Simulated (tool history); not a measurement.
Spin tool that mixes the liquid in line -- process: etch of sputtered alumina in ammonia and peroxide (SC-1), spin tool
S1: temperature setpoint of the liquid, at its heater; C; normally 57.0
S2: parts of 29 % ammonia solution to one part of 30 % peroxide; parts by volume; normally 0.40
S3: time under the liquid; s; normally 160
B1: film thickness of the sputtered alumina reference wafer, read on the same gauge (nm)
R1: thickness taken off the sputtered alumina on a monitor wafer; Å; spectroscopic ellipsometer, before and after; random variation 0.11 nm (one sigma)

Run 1, hour 0.0: usual settings; B1 100.01. Result: R1 116.4 Å.
Run 2, hour 53.6: usual settings; B1 100.00. Result: R1 114.5 Å.
Run 3, hour 80.3: usual settings but S1 61.0 C, S2 0.60 parts by volume; B1 100.02. Result: R1 149.4 Å.
Run 4, hour 88.1: usual settings but S1 63.5 C, S2 0.45 parts by volume, S3 190 s; B1 100.01. Result: R1 194.0 Å.
Run 5, hour 102.7: usual settings; B1 99.96. Result: R1 116.5 Å.
Run 6, hour 109.5: usual settings; B1 100.01. Result: R1 117.7 Å.
Run 7, hour 121.4: usual settings but S3 75 s; B1 100.00. Result: R1 54.5 Å.
Run 8, hour 133.2: usual settings; B1 99.99. Result: R1 118.1 Å.
Run 9, hour 146.6: usual settings but S1 65.0 C, S2 0.35 parts by volume, S3 105 s; B1 99.96. Result: R1 112.1 Å.
Run 10, hour 160.8: usual settings but S1 48.5 C, S2 0.50 parts by volume; B1 100.01. Result: R1 75.1 Å.
Run 11, hour 167.9: usual settings but S1 52.5 C, S2 0.60 parts by volume; B1 99.98. Result: R1 95.7 Å.
Run 12, hour 176.0: usual settings; B1 100.01. Result: R1 117.4 Å.
Run 13, hour 192.7: usual settings; B1 99.97. Result: R1 118.1 Å.
Run 14, hour 225.2: usual settings but S1 61.5 C, S3 135 s; B1 100.03. Result: R1 124.4 Å.
Run 15, hour 240.4: usual settings but S3 115 s; B1 99.99. Result: R1 83.6 Å.
Run 16, hour 251.4: usual settings but S1 53.5 C, S3 125 s; B1 99.98. Result: R1 75.1 Å.
Run 17, hour 270.6: usual settings but S3 70 s; B1 100.02. Result: R1 50.9 Å.
Run 18, hour 284.4: usual settings but S1 64.0 C, S2 0.30 parts by volume, S3 85 s; B1 100.01. Result: R1 87.1 Å.
Run 19, hour 301.3: usual settings; B1 100.02. Result: R1 115.7 Å.
Run 20, hour 317.9: usual settings but S3 230 s; B1 100.02. Result: R1 168.6 Å.
Run 21, hour 330.7: usual settings but S3 85 s; B1 99.98. Result: R1 61.9 Å.
Run 22, hour 338.4: usual settings but S1 51.0 C, S2 0.25 parts by volume; B1 99.96. Result: R1 79.3 Å.
Run 23, hour 345.5: usual settings but S1 64.0 C, S2 0.60 parts by volume, S3 100 s; B1 99.99. Result: R1 110.8 Å.
Run 24, hour 356.1: usual settings but S1 59.5 C; B1 100.01. Result: R1 133.1 Å.
Run 25, hour 365.0: usual settings; B1 100.05. Result: R1 117.6 Å.

Put back what was entered between runs (5 entries, withheld): which listed runs does each sit between, and how does the hidden state differ from the listed run before to the listed run after?
Between runs 1 and 2: heated supply line repaired (hour 5.1)
  both runs share identical hidden conditions
Between runs 5 and 6: gauge calibrated (hour 108.1)
  both runs share identical hidden conditions
Between runs 9 and 10: new drum of ammonia solution connected (hour 151.4)
  both runs share identical hidden conditions
Between runs 12 and 13: ammonia flow meter replaced (hour 191.5)
  both runs share identical hidden conditions
Between runs 14 and 15: thermometer replaced (hour 237.7)
  both runs share identical hidden conditions
